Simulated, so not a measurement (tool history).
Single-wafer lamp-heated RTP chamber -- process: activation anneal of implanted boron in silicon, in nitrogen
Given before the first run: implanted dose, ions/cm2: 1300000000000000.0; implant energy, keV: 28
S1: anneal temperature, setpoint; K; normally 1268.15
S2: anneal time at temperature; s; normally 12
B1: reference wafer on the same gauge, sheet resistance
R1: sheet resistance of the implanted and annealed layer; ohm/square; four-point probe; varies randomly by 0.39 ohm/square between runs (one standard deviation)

{"run": 1, "day": 0.0, "S1": 1254.15, "S2": 12, "B1": 88.52, "R1": 95.28}
{"run": 2, "day": 1.354, "S1": 1268.15, "S2": 12, "B1": 88.57, "R1": 86.88}
{"run": 3, "day": 2.692, "S1": 1268.15, "S2": 12, "B1": 88.54, "R1": 87.7}
{"run": 4, "day": 3.704, "S1": 1247.15, "S2": 12, "B1": 88.47, "R1": 99.03}
{"run": 5, "day": 4.979, "S1": 1247.15, "S2": 12, "B1": 88.49, "R1": 98.65}
{"run": 6, "day": 6.383, "S1": 1268.15, "S2": 12, "B1": 88.55, "R1": 87.01}
{"run": 7, "day": 7.271, "S1": 1268.15, "S2": 12, "B1": 88.56, "R1": 86.29}
{"run": 8, "day": 8.604, "S1": 1268.15, "S2": 10, "B1": 88.44, "R1": 86.75}
{"run": 9, "day": 9.196, "S1": 1268.15, "S2": 10, "B1": 88.42, "R1": 87.44}
{"run": 10, "day": 9.871, "S1": 1268.15, "S2": 12, "B1": 88.5, "R1": 86.44}
{"run": 11, "day": 10.762, "S1": 1268.15, "S2": 12, "B1": 88.51, "R1": 86.65}
{"run": 12, "day": 11.746, "S1": 1268.15, "S2": 12, "B1": 88.51, "R1": 87.18}
{"run": 13, "day": 12.425, "S1": 1291.15, "S2": 16, "B1": 88.6, "R1": 82.84}
{"run": 14, "day": 13.512, "S1": 1291.15, "S2": 16, "B1": 88.49, "R1": 81.35}
{"run": 15, "day": 14.342, "S1": 1248.15, "S2": 12, "B1": 88.55, "R1": 94.05}
{"day": 14.762, "done": "reflector plate cleaned"}
{"run": 16, "day": 15.829, "S1": 1268.15, "S2": 12, "B1": 88.55, "R1": 88.25}
{"run": 17, "day": 17.121, "S1": 1268.15, "S2": 12, "B1": 88.53, "R1": 87.61}
{"run": 18, "day": 18.212, "S1": 1290.15, "S2": 5, "B1": 88.46, "R1": 84.17}
{"run": 19, "day": 19.633, "S1": 1250.15, "S2": 7, "B1": 88.44, "R1": 99.13}
{"run": 20, "day": 20.312, "S1": 1268.15, "S2": 12, "B1": 88.47, "R1": 87.41}
{"run": 21, "day": 21.275, "S1": 1249.15, "S2": 14, "B1": 88.46, "R1": 95.34}
{"run": 22, "day": 22.767, "S1": 1242.15, "S2": 14, "B1": 88.49, "R1": 101.14}
{"run": 23, "day": 23.879, "S1": 1253.15, "S2": 12, "B1": 88.48, "R1": 93.33}
{"day": 24.233, "done": "pyrometer window cleaned and pyrometer calibrated"}
{"run": 24, "day": 27.025, "S1": 1296.15, "S2": 17, "B1": 88.53, "R1": 81.14}
{"run": 25, "day": 28.442, "S1": 1268.15, "S2": 12, "B1": 88.5, "R1": 86.05}
{"run": 26, "day": 29.767, "S1": 1268.15, "S2": 12, "B1": 88.4, "R1": 85.97}
{"day": 29.858, "done": "gauge calibrated"}
{"run": 27, "day": 31.021, "S1": 1240.15, "S2": 5, "B1": 88.47, "R1": 105.02}
{"day": 32.012, "done": "reflector plate cleaned"}
{"run": 28, "day": 32.071, "S1": 1276.15, "S2": 5, "B1": 88.54, "R1": 87.87}
{"run": 29, "day": 32.933, "S1": 1268.15, "S2": 12, "B1": 88.49, "R1": 87.81}
{"run": 30, "day": 34.338, "S1": 1291.15, "S2": 12, "B1": 88.51, "R1": 82.49}
{"run": 31, "day": 35.083, "S1": 1285.15, "S2": 12, "B1": 88.51, "R1": 83.55}
{"run": 32, "day": 36.329, "S1": 1250.15, "S2": 15, "B1": 88.53, "R1": 94.52}
{"run": 33, "day": 37.579, "S1": 1239.15, "S2": 15, "B1": 88.42, "R1": 103.17}
{"run": 34, "day": 38.675, "S1": 1251.15, "S2": 14, "B1": 88.47, "R1": 93.89}
{"run": 35, "day": 39.825, "S1": 1260.15, "S2": 10, "B1": 88.46, "R1": 90.44}
{"run": 36, "day": 41.221, "S1": 1277.15, "S2": 10, "B1": 88.52, "R1": 84.57}
{"run": 37, "day": 41.783, "S1": 1287.15, "S2": 14, "B1": 88.46, "R1": 82.36}
{"run": 38, "day": 42.404, "S1": 1268.15, "S2": 12, "B1": 88.46, "R1": 86.19}

3 ways to go on from here, each from the tool as it stands after run 38. What would each give?
{"run": "A", "day": 42.421, "S1": 1268.15, "S2": 7, "B1": "?", "R1": "?"}
{"run": "B", "day": 42.421, "S1": 1243.15, "S2": 14, "B1": "?", "R1": "?"}
{"run": "C", "day": 42.421, "S1": 1242.15, "S2": 18, "B1": "?", "R1": "?"}

run=A B1=88.54 R1=87.16
run=B B1=88.54 R1=97.25
run=C B1=88.54 R1=96.13
With no hidden state in the tool, these same runs would have given:
run=A R1=89.35
run=B R1=101.95
run=C R1=100.53
